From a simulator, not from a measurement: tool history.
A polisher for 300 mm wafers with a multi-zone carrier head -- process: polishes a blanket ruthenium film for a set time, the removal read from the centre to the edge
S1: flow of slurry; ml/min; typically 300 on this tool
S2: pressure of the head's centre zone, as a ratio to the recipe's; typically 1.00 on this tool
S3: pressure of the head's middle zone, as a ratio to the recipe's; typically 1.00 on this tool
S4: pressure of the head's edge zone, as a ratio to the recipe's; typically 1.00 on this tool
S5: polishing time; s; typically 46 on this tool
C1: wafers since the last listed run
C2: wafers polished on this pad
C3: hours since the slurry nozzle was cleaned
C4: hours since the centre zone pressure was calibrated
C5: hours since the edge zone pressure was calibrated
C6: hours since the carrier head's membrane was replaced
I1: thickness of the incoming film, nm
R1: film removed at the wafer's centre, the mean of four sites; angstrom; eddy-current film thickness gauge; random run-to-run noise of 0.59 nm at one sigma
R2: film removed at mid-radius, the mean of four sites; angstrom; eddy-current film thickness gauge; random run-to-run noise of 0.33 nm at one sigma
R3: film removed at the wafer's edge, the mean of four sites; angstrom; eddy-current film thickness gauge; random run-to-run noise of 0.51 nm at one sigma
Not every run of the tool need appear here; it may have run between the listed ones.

run   hour   S1    S2    S3    S4  S5    C1    C2     C3     C4      C5     C6     I1   R1   R2   R3
  1    0.0  300  1.09  1.00  1.00  46     0     5   48.3  119.4  1378.2   76.4  581.0  524  473  482
  2   10.8  300  1.00  1.00  1.00  46   125   131   59.1  130.2  1389.0   87.2  579.2  474  472  470
      13.0  -- edge zone pressure recalibrated
  3   26.1  300  1.11  1.00  1.00  46   154   285   74.4  145.5    13.1  102.5  578.8  531  471  468
  4   53.6  300  1.00  1.00  1.00  46   319   605  101.9  173.0    40.6  130.0  578.0  487  469  475
  5   80.2  300  1.00  1.10  0.94  39   309   914  128.5  199.6    67.2  156.6  573.7  406  428  385
  6   95.7  300  1.00  1.10  0.93  32   180  1094  144.0  215.1    82.7  172.1  568.8  320  351  313
  7  119.1  300  1.00  1.00  1.00  46   271  1366  167.4  238.5   106.1  195.5  574.5  466  463  464
  8  142.5  220  1.11  1.00  1.00  54   271  1638  190.8  261.9   129.5  218.9  579.3  588  516  540
  9  161.3  335  1.00  1.00  1.08  46   218  1857  209.6  280.7   148.3  237.7  570.6  471  464  484
 10  176.7  370  1.00  1.09  1.00  46   179  2036  225.0  296.1   163.7  253.1  589.5  474  502  461
     266.5  -- worn pad replaced by a new one
 11  269.2  300  1.00  1.10  1.00  46  1028    31  317.5  388.6   256.2  345.6  568.1  498  518  478
 12  302.0  300  0.93  0.92  1.00  46   381   412  350.3  421.4   289.0  378.4  579.1  443  440  463
     319.0  -- slurry nozzle cleaned
 13  333.7  300  1.00  1.06  1.00  46   356   769   14.7  453.1   320.7  410.1  583.5  478  495  475
 14  352.0  300  1.00  1.00  1.00  46   212   982   33.0  471.4   339.0  428.4  588.2  485  465  465
 15  377.9  300  1.00  1.04  1.10  46   301  1283   58.9  497.3   364.9  454.3  585.6  480  479  483
 16  401.7  300  1.00  1.00  1.00  46   276  1560   82.7  521.1   388.7  478.1  580.7  480  466  470
 17  436.3  300  1.08  1.00  1.00  46   402  1962  117.3  555.7   423.3  512.7  592.3  514  457  455
 18  471.1  235  1.00  1.00  1.00  46   404  2366  152.1  590.5   458.1  547.5  589.8  445  449  448
     491.3  -- worn pad replaced by a new one
 19  492.1  300  1.00  1.00  1.00  46   197     9  173.1  611.5   479.1  568.5  572.6  477  475  470
 20  512.6  255  1.00  1.00  1.00  41   238   247  193.6  632.0   499.6  589.0  579.7  419  414  421
 21  529.4  225  1.00  1.00  1.00  42   195   443  210.4  648.8   516.4  605.8  580.3  422  420  419
 22  547.3  300  1.00  1.00  1.00  46   208   651  228.3  666.7   534.3  623.7  579.1  491  470  482
 23  578.1  300  0.91  0.95  1.10  46   358  1009  259.1  697.5   565.1  654.5  572.9  433  450  485

Table of differences, measured result less the result of that run with no hidden state. Run-to-run variation is the same in both. Gauge scatter possibly is not:
Hidden conditions of the tool in this case: removal rate lost through wear of the pad, %; slurry flow missing at the pad, %; deviation of the centre zone's pressure from its setpoint, %; deviation of the edge zone's pressure from its setpoint, %.
run   R1   R2   R3
  1   -5   -4   -4
  2   -5   -5   -5
  3   -7   -6   -7
  4  -10   -9  -10
  5  -10  -12  -10
  6   -9  -10   -9
  7  -17  -17  -16
  8  -24  -21  -22
  9  -21  -21  -22
 10  -23  -24  -22
 11   -2   -1   -1
 12   -5   -4   -5
 13   -9   -9   -8
 14  -11  -10  -10
 15  -13  -13  -14
 16  -16  -15  -15
 17  -21  -19  -19
 18  -22  -22  -22
 19   -4   -4   -4
 20   -5   -6   -5
 21   -7   -7   -7
 22  -10  -10  -10
 23  -12  -12  -13
